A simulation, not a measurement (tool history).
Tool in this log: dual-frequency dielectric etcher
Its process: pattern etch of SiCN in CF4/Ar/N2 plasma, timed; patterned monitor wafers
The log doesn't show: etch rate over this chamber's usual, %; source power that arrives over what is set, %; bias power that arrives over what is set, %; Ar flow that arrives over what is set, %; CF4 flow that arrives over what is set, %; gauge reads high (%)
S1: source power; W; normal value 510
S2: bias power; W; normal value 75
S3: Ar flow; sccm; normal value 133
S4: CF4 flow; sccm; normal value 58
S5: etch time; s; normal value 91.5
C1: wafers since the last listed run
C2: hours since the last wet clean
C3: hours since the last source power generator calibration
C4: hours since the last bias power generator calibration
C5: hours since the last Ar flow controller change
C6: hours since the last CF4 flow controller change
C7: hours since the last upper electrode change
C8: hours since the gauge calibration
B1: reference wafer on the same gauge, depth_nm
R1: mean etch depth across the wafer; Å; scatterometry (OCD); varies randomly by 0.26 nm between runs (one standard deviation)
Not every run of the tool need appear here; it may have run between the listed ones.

| run | hour | S1 | S2 | S3 | S4 | S5 | C1 | C2 | C3 | C4 | C5 | C6 | C7 | C8 | B1 | R1 |
|---|---|---|---|---|---|---|---|---|---|---|---|---|---|---|---|---|
| 1 | 0.0 | 620 | 75 | 100 | 48 | 102.0 | 0 | 301.8 | 4940.2 | 2488.6 | 152.5 | 414.8 | 1917.1 | 988.6 | 77.2 | 1137 |
|  | 37.1 | source power generator calibrated |
| 2 | 64.5 | 510 | 75 | 133 | 58 | 91.5 | 562 | 366.3 | 27.4 | 2553.1 | 217.0 | 479.3 | 1981.6 | 1053.1 | 77.2 | 786 |
| 3 | 94.2 | 550 | 75 | 133 | 58 | 91.5 | 276 | 396.0 | 57.1 | 2582.8 | 246.7 | 509.0 | 2011.3 | 1082.8 | 77.3 | 851 |
|  | 170.6 | wet clean of the chamber |
| 4 | 301.4 | 550 | 75 | 112 | 50 | 81.0 | 1704 | 130.8 | 264.3 | 2790.0 | 453.9 | 716.2 | 2218.5 | 1290.0 | 77.1 | 757 |
|  | 352.9 | upper electrode replaced |
| 5 | 353.4 | 610 | 75 | 133 | 58 | 75.0 | 260 | 182.8 | 316.3 | 2842.0 | 505.9 | 768.2 | 0.5 | 1342.0 | 77.1 | 786 |
| 6 | 371.1 | 510 | 75 | 133 | 62 | 91.5 | 164 | 200.5 | 334.0 | 2859.7 | 523.6 | 785.9 | 18.2 | 1359.7 | 77.2 | 807 |
|  | 411.6 | gauge calibrated |
| 7 | 492.3 | 510 | 75 | 111 | 58 | 91.5 | 1127 | 321.7 | 455.2 | 2980.9 | 644.8 | 907.1 | 139.4 | 80.7 | 77.2 | 824 |
| 8 | 530.7 | 510 | 75 | 133 | 64 | 75.5 | 357 | 360.1 | 493.6 | 3019.3 | 683.2 | 945.5 | 177.8 | 119.1 | 77.2 | 673 |
| 9 | 564.0 | 510 | 58 | 133 | 58 | 100.0 | 309 | 393.4 | 526.9 | 3052.6 | 716.5 | 978.8 | 211.1 | 152.4 | 77.2 | 813 |
|  | 593.2 | bias power generator calibrated |
| 10 | 595.6 | 510 | 75 | 105 | 65 | 91.5 | 256 | 425.0 | 558.5 | 2.4 | 748.1 | 1010.4 | 242.7 | 184.0 | 77.2 | 852 |
|  | 633.7 | wet clean of the chamber |
| 11 | 663.5 | 510 | 67 | 133 | 58 | 91.5 | 408 | 29.8 | 626.4 | 70.3 | 816.0 | 1078.3 | 310.6 | 251.9 | 77.2 | 778 |
| 12 | 711.4 | 510 | 87 | 133 | 58 | 91.5 | 445 | 77.7 | 674.3 | 118.2 | 863.9 | 1126.2 | 358.5 | 299.8 | 77.2 | 839 |
| 13 | 740.5 | 510 | 75 | 133 | 49 | 91.5 | 270 | 106.8 | 703.4 | 147.3 | 893.0 | 1155.3 | 387.6 | 328.9 | 77.2 | 775 |
| 14 | 793.3 | 510 | 86 | 133 | 58 | 71.5 | 491 | 159.6 | 756.2 | 200.1 | 945.8 | 1208.1 | 440.4 | 381.7 | 77.2 | 653 |
| 15 | 849.8 | 510 | 75 | 133 | 58 | 91.5 | 525 | 216.1 | 812.7 | 256.6 | 1002.3 | 1264.6 | 496.9 | 438.2 | 77.2 | 803 |
| 16 | 895.0 | 550 | 83 | 133 | 58 | 84.0 | 420 | 261.3 | 857.9 | 301.8 | 1047.5 | 1309.8 | 542.1 | 483.4 | 77.2 | 831 |
| 17 | 942.1 | 640 | 93 | 112 | 49 | 91.5 | 438 | 308.4 | 905.0 | 348.9 | 1094.6 | 1356.9 | 589.2 | 530.5 | 77.2 | 1079 |
| 18 | 968.0 | 570 | 60 | 143 | 54 | 91.5 | 240 | 334.3 | 930.9 | 374.8 | 1120.5 | 1382.8 | 615.1 | 556.4 | 77.2 | 825 |
| 19 | 1006.0 | 390 | 68 | 123 | 66 | 91.5 | 353 | 372.3 | 968.9 | 412.8 | 1158.5 | 1420.8 | 653.1 | 594.4 | 77.2 | 614 |
| 20 | 1036.6 | 510 | 87 | 144 | 63 | 91.5 | 284 | 402.9 | 999.5 | 443.4 | 1189.1 | 1451.4 | 683.7 | 625.0 | 77.2 | 843 |
|  | 1062.4 | wet clean of the chamber |
| 21 | 1095.3 | 510 | 75 | 133 | 58 | 91.5 | 322 | 32.9 | 1058.2 | 502.1 | 1247.8 | 1510.1 | 742.4 | 683.7 | 77.2 | 817 |
| 22 | 1156.8 | 510 | 75 | 133 | 58 | 104.5 | 572 | 94.4 | 1119.7 | 563.6 | 1309.3 | 1571.6 | 803.9 | 745.2 | 77.2 | 927 |

Take each entry between the runs: how does the hidden state at the last listed run before it differ from the hidden state at the first listed run after it?
Between runs 1 and 2: source power generator calibrated (hour 37.1)
  source power that arrives over what is set, %: 5.49 -> -0.0068; CF4 flow that arrives over what is set, %: 3.21 -> 3.59
  measured result minus the result with no hidden state, R1: +69 -> +6 Å
Between runs 3 and 4: wet clean of the chamber (hour 170.6)
  source power that arrives over what is set, %: 0.0872 -> 0.697; CF4 flow that arrives over what is set, %: 3.76 -> 4.76
  measured result minus the result with no hidden state, R1: +7 -> +13 Å
Between runs 4 and 5: upper electrode replaced (hour 352.9)
  source power that arrives over what is set, %: 0.697 -> 0.838; CF4 flow that arrives over what is set, %: 4.76 -> 4.97
  measured result minus the result with no hidden state, R1: +13 -> +15 Å
Between runs 6 and 7: gauge calibrated (hour 411.6)
  source power that arrives over what is set, %: 0.885 -> 1.19; CF4 flow that arrives over what is set, %: 5.04 -> 5.49
  measured result minus the result with no hidden state, R1: +16 -> +20 Å
Between runs 9 and 10: bias power generator calibrated (hour 593.2)
  source power that arrives over what is set, %: 1.37 -> 1.44; CF4 flow that arrives over what is set, %: 5.72 -> 5.82
  measured result minus the result with no hidden state, R1: +22 -> +23 Å
Between runs 10 and 11: wet clean of the chamber (hour 633.7)
  source power that arrives over what is set, %: 1.44 -> 1.59; CF4 flow that arrives over what is set, %: 5.82 -> 6.01
  measured result minus the result with no hidden state, R1: +23 -> +23 Å
Between runs 20 and 21: wet clean of the chamber (hour 1062.4)
  source power that arrives over what is set, %: 2.33 -> 2.43; CF4 flow that arrives over what is set, %: 6.85 -> 6.96
  measured result minus the result with no hidden state, R1: +31 -> +32 Å
